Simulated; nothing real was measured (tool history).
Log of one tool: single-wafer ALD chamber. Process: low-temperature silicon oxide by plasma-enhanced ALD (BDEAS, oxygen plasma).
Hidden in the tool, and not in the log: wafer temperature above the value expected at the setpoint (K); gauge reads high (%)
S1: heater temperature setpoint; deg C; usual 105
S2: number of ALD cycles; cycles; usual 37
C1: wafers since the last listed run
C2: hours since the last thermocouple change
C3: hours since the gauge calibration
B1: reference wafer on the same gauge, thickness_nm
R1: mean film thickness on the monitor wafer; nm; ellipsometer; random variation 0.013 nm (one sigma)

run	day	S1	S2	C1	C2	C3	B1	R1
1	0.000	105	37	0	1893.3	615.0	5.834	5.221
2	4.492	105	37	950	2001.1	722.8	5.824	5.206
3	8.021	105	37	747	2085.8	807.5	5.812	5.200
4	10.292	105	33	480	2140.3	862.0	5.811	4.639
5	12.908	105	33	553	2203.1	924.8	5.809	4.641
6	14.821	94	37	404	2249.0	970.7	5.809	5.315
7	18.617	94	37	803	2340.1	1061.8	5.805	5.328
# day 19.233: thermocouple changed; heater temperature recalibrated
8	20.221	105	40	269	23.7	1100.3	5.800	5.644
# day 21.379: gauge calibrated
9	24.517	105	44	909	126.8	75.3	5.977	6.356
10	27.079	94	33	542	188.3	136.8	5.959	4.858
11	30.221	112	39	665	263.7	212.2	5.929	5.512
12	32.271	105	33	433	312.9	261.4	5.917	4.721
13	35.646	118	37	714	393.9	342.4	5.906	5.186
14	37.775	105	34	450	445.0	393.5	5.893	4.847
15	40.900	105	30	661	520.0	468.5	5.883	4.250
16	43.425	118	33	534	580.6	529.1	5.870	4.581
17	46.683	109	44	689	658.8	607.3	5.868	6.192

The same runs without the tool's hidden state, with the same run-to-run variation:
run	R1
1	5.374
2	5.366
3	5.365
4	4.788
5	4.793
6	5.490
7	5.507
8	5.834
9	6.378
10	4.894
11	5.574
12	4.785
13	5.272
14	4.935
15	4.337
16	4.680
17	6.335

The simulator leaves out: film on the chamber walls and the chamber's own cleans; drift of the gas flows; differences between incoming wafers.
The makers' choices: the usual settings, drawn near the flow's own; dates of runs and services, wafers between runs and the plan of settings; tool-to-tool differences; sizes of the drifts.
